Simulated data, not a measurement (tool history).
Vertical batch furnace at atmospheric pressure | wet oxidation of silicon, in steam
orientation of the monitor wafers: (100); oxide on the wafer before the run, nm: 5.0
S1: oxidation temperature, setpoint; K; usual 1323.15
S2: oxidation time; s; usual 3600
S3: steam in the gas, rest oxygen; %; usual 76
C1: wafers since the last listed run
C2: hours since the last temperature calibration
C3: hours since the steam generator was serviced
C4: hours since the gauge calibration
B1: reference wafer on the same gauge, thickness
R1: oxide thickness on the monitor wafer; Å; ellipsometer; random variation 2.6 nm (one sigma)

run    hour       S1    S2  S3    C1      C2      C3      C4      B1      R1
  1     0.0  1323.15  3600  76     0   423.3  1245.9   602.4  407.80  4740.1
  2    91.0  1323.15  3600  76  1660   514.3  1336.9   693.4  407.86  4728.1
  3   138.2  1323.15  3600  76   861   561.5  1384.1   740.6  408.29  4712.1
  4   192.3  1323.15  3600  76   987   615.6  1438.2   794.7  407.98  4742.6
  5   279.4  1323.15  3600  76  1589   702.7  1525.3   881.8  407.68  4745.3
  6   563.3  1323.15  3600  76  5181   986.6  1809.2  1165.7  407.96  4795.2
  7   624.9  1323.15  3600  76  1124  1048.2  1870.8  1227.3  408.15  4797.4
  8   731.0  1323.15  3600  76  1936  1154.3  1976.9  1333.4  408.08  4790.0
  9   820.7  1323.15  3600  76  1637  1244.0  2066.6  1423.1  407.72  4822.2
      852.7  -- gauge calibrated
 10   886.9  1309.15  4770  76  1208  1310.2  2132.8    34.2  408.02  5249.3
 11   927.0  1342.15  2220  88   731  1350.3  2172.9    74.3  408.46  4353.1
      972.6  -- steam generator serviced
     1119.1  -- thermocouples replaced and temperature profile calibrated
 12  1143.7  1323.15  1920  76  3078    24.6   171.1   291.0  407.74  3153.7
 13  1184.1  1335.15  4110  76   737    65.0   211.5   331.4  408.17  5353.6
 14  1267.1  1323.15  3600  76  1514   148.0   294.5   414.4  408.28  4689.0
 15  1311.8  1323.15  5070  76   815   192.7   339.2   459.1  407.86  5773.9
 16  1394.9  1342.15  4260  79  1516   275.8   422.3   542.2  408.15  5882.4
 17  1461.7  1338.15  5250  72  1219   342.6   489.1   609.0  408.41  6115.9

5 ways to go on from here, each from the tool as it stands after run 17. What would each give?
  A  1466.3  1323.15  2610  76  83  347.2  493.7  613.6   ?   ?
  B  1466.3  1323.15  4680  76  83  347.2  493.7  613.6   ?   ?
  C  1466.3  1323.15  3600  84  83  347.2  493.7  613.6   ?   ?
  D  1466.3  1308.15  3600  76  83  347.2  493.7  613.6   ?   ?
  E  1466.3  1316.15  4140  70  83  347.2  493.7  613.6   ?   ?

run      B1      R1
  A  408.07  3855.6
  B  408.07  5522.4
  C  408.07  5006.5
  D  408.07  4327.5
  E  408.07  4696.9
Without the tool's hidden state the same runs would have given:
run      R1
  A  3828.2
  B  5488.2
  C  4974.3
  D  4296.1
  E  4665.0
